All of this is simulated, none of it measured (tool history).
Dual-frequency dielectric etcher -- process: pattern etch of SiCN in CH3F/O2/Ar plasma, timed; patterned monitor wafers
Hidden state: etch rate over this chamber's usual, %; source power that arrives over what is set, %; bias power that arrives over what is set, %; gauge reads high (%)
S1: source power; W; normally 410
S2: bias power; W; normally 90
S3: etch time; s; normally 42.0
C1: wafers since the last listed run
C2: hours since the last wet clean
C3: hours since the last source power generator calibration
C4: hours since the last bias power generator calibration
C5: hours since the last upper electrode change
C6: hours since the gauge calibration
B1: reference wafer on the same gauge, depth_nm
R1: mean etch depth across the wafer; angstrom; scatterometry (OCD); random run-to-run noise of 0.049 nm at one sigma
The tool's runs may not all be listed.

Run 1, hour 0.0: usual settings but S1 480 W; C1 0; C2 144.4; C3 3731.2; C4 4096.2; C5 5804.1; C6 5.8; B1 19.00. Result: R1 176.3 angstrom.
Run 2, hour 10.7: usual settings but S1 480 W; C1 87; C2 155.1; C3 3741.9; C4 4106.9; C5 5814.8; C6 16.5; B1 19.00. Result: R1 175.1 angstrom.
Run 3, hour 26.7: usual settings; C1 130; C2 171.1; C3 3757.9; C4 4122.9; C5 5830.8; C6 32.5; B1 19.00. Result: R1 164.3 angstrom.
Run 4, hour 38.7: usual settings; C1 97; C2 183.1; C3 3769.9; C4 4134.9; C5 5842.8; C6 44.5; B1 19.02. Result: R1 164.2 angstrom.
Run 5, hour 50.4: usual settings; C1 95; C2 194.8; C3 3781.6; C4 4146.6; C5 5854.5; C6 56.2; B1 19.00. Result: R1 163.4 angstrom.
Run 6, hour 60.3: usual settings but S3 32.0 s; C1 80; C2 204.7; C3 3791.5; C4 4156.5; C5 5864.4; C6 66.1; B1 19.01. Result: R1 125.0 angstrom.
Run 7, hour 71.7: usual settings but S3 32.0 s; C1 93; C2 216.1; C3 3802.9; C4 4167.9; C5 5875.8; C6 77.5; B1 19.01. Result: R1 123.9 angstrom.
Run 8, hour 81.2: usual settings; C1 77; C2 225.6; C3 3812.4; C4 4177.4; C5 5885.3; C6 87.0; B1 19.01. Result: R1 162.6 angstrom.
Run 9, hour 95.0: usual settings; C1 112; C2 239.4; C3 3826.2; C4 4191.2; C5 5899.1; C6 100.8; B1 19.01. Result: R1 162.0 angstrom.
Run 10, hour 106.9: usual settings; C1 97; C2 251.3; C3 3838.1; C4 4203.1; C5 5911.0; C6 112.7; B1 19.01. Result: R1 162.3 angstrom.
Run 11, hour 115.9: usual settings but S1 450 W, S2 106 W; C1 73; C2 260.3; C3 3847.1; C4 4212.1; C5 5920.0; C6 121.7; B1 19.00. Result: R1 178.0 angstrom.
At hour 147.2: upper electrode replaced.
Run 12, hour 147.7: usual settings but S1 450 W, S2 106 W; C1 63; C2 292.1; C3 3878.9; C4 4243.9; C5 0.5; C6 153.5; B1 19.01. Result: R1 177.9 angstrom.
Run 13, hour 148.1: usual settings but S2 69 W, S3 45.5 s; C1 3; C2 292.5; C3 3879.3; C4 4244.3; C5 0.9; C6 153.9; B1 19.00. Result: R1 161.6 angstrom.
Run 14, hour 153.3: usual settings but S1 320 W, S2 103 W, S3 36.0 s; C1 42; C2 297.7; C3 3884.5; C4 4249.5; C5 6.1; C6 159.1; B1 19.02. Result: R1 130.4 angstrom.
Run 15, hour 165.7: usual settings but S1 310 W, S2 84 W, S3 34.5 s; C1 101; C2 310.1; C3 3896.9; C4 4261.9; C5 18.5; C6 171.5; B1 18.99. Result: R1 115.0 angstrom.
Run 16, hour 173.4: usual settings but S2 68 W; C1 62; C2 317.8; C3 3904.6; C4 4269.6; C5 26.2; C6 179.2; B1 19.00. Result: R1 148.1 angstrom.
Run 17, hour 182.6: usual settings but S1 440 W; C1 75; C2 327.0; C3 3913.8; C4 4278.8; C5 35.4; C6 188.4; B1 19.00. Result: R1 165.3 angstrom.
Run 18, hour 194.0: usual settings; C1 93; C2 338.4; C3 3925.2; C4 4290.2; C5 46.8; C6 199.8; B1 18.99. Result: R1 160.5 angstrom.

Run 19 is up next; what results do you expect?
At hour 205.9: bias power generator calibrated.
Run 19, hour 206.4: usual settings but S1 380 W; C1 68; C2 350.8; C3 3937.6; C4 0.5; C5 59.2; C6 212.2; B1 ?. Result: R1 ?.

B1: 18.99
R1: 155.7 angstrom
On a tool with no hidden condition, and with the same random variation, this run would have come out at R1 162.1 angstrom.
